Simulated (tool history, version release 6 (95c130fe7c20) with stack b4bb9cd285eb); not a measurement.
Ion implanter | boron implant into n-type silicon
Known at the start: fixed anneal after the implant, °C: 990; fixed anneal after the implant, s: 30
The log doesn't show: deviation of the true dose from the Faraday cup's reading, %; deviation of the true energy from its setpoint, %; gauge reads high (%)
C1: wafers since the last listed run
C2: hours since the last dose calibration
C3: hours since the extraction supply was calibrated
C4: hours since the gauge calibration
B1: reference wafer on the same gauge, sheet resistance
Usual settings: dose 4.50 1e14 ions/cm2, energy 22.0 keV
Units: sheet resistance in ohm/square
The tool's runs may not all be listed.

{"run": 1, "day": 0.0, "dose": 4.12, "energy": 22.0, "C1": 0, "C2": 699.0, "C3": 5668.6, "C4": 434.3, "B1": 190.96, "sheet resistance": 247.03}
{"run": 2, "day": 6.421, "dose": 4.5, "energy": 22.0, "C1": 1909, "C2": 853.1, "C3": 5822.7, "C4": 588.4, "B1": 191.06, "sheet resistance": 231.09}
{"run": 3, "day": 9.096, "dose": 4.5, "energy": 22.0, "C1": 795, "C2": 917.3, "C3": 5886.9, "C4": 652.6, "B1": 190.83, "sheet resistance": 233.2}
{"run": 4, "day": 11.925, "dose": 4.5, "energy": 22.0, "C1": 841, "C2": 985.2, "C3": 5954.8, "C4": 720.5, "B1": 191.0, "sheet resistance": 232.88}
{"run": 5, "day": 13.483, "dose": 3.95, "energy": 22.0, "C1": 463, "C2": 1022.6, "C3": 5992.2, "C4": 757.9, "B1": 190.96, "sheet resistance": 257.87}
{"run": 6, "day": 14.679, "dose": 3.95, "energy": 22.0, "C1": 355, "C2": 1051.3, "C3": 6020.9, "C4": 786.6, "B1": 190.99, "sheet resistance": 260.7}
{"day": 15.421, "done": "extraction supply calibrated"}
{"run": 7, "day": 16.188, "dose": 3.95, "energy": 22.0, "C1": 349, "C2": 1087.5, "C3": 18.4, "C4": 822.8, "B1": 191.02, "sheet resistance": 257.83}
{"run": 8, "day": 17.596, "dose": 4.5, "energy": 27.0, "C1": 418, "C2": 1121.3, "C3": 52.2, "C4": 856.6, "B1": 190.91, "sheet resistance": 229.28}
{"run": 9, "day": 19.329, "dose": 4.5, "energy": 22.0, "C1": 515, "C2": 1162.9, "C3": 93.8, "C4": 898.2, "B1": 191.07, "sheet resistance": 234.63}
{"run": 10, "day": 21.829, "dose": 4.5, "energy": 22.0, "C1": 743, "C2": 1222.9, "C3": 153.8, "C4": 958.2, "B1": 190.92, "sheet resistance": 234.45}
{"day": 23.533, "done": "Faraday cup replaced and dose calibrated"}
{"run": 11, "day": 23.554, "dose": 4.5, "energy": 22.0, "C1": 413, "C2": 0.5, "C3": 195.2, "C4": 999.6, "B1": 190.93, "sheet resistance": 217.51}
{"run": 12, "day": 24.558, "dose": 5.34, "energy": 16.0, "C1": 298, "C2": 24.6, "C3": 219.3, "C4": 1023.7, "B1": 190.93, "sheet resistance": 193.38}
{"run": 13, "day": 26.146, "dose": 4.5, "energy": 25.5, "C1": 471, "C2": 62.7, "C3": 257.4, "C4": 1061.8, "B1": 191.13, "sheet resistance": 216.92}
{"run": 14, "day": 28.612, "dose": 4.5, "energy": 22.0, "C1": 733, "C2": 121.9, "C3": 316.6, "C4": 1121.0, "B1": 190.76, "sheet resistance": 218.61}
{"run": 15, "day": 31.125, "dose": 4.5, "energy": 22.0, "C1": 747, "C2": 182.2, "C3": 376.9, "C4": 1181.3, "B1": 191.16, "sheet resistance": 218.36}
{"day": 32.204, "done": "Faraday cup replaced and dose calibrated, repeated, since the last time left the tool worse"}
{"run": 16, "day": 33.454, "dose": 3.28, "energy": 17.0, "C1": 593, "C2": 30.0, "C3": 432.8, "C4": 1237.2, "B1": 190.99, "sheet resistance": 301.03}
{"day": 33.583, "done": "gauge calibrated"}
{"run": 17, "day": 34.838, "dose": 5.44, "energy": 29.0, "C1": 411, "C2": 63.2, "C3": 466.0, "C4": 30.1, "B1": 190.95, "sheet resistance": 191.49}
{"run": 18, "day": 36.958, "dose": 4.5, "energy": 26.5, "C1": 630, "C2": 114.1, "C3": 516.9, "C4": 81.0, "B1": 190.87, "sheet resistance": 225.59}
{"run": 19, "day": 39.025, "dose": 3.77, "energy": 25.5, "C1": 614, "C2": 163.7, "C3": 566.5, "C4": 130.6, "B1": 191.15, "sheet resistance": 260.69}
{"run": 20, "day": 40.071, "dose": 5.78, "energy": 26.5, "C1": 310, "C2": 188.8, "C3": 591.6, "C4": 155.7, "B1": 191.07, "sheet resistance": 184.04}
{"run": 21, "day": 42.442, "dose": 4.5, "energy": 29.0, "C1": 704, "C2": 245.7, "C3": 648.5, "C4": 212.6, "B1": 190.99, "sheet resistance": 224.09}
{"run": 22, "day": 43.788, "dose": 4.5, "energy": 29.0, "C1": 400, "C2": 278.0, "C3": 680.8, "C4": 244.9, "B1": 190.89, "sheet resistance": 226.85}

Forecast each of these 3 alternatives for the next run:
{"run": "A", "day": 43.804, "dose": 4.5, "energy": 22.0, "C1": 4, "C2": 278.4, "C3": 681.2, "C4": 245.3, "B1": "?", "sheet resistance": "?"}
{"run": "B", "day": 43.804, "dose": 4.09, "energy": 22.0, "C1": 4, "C2": 278.4, "C3": 681.2, "C4": 245.3, "B1": "?", "sheet resistance": "?"}
{"run": "C", "day": 43.804, "dose": 5.77, "energy": 26.5, "C1": 4, "C2": 278.4, "C3": 681.2, "C4": 245.3, "B1": "?", "sheet resistance": "?"}

run=A B1=190.98 sheet_resistance=230.18
run=B B1=190.98 sheet_resistance=248.34
run=C B1=190.98 sheet_resistance=185.30
Without the tool's hidden state the same runs would have given:
run=A sheet_resistance=228.22
run=B sheet_resistance=246.24
run=C sheet_resistance=183.67
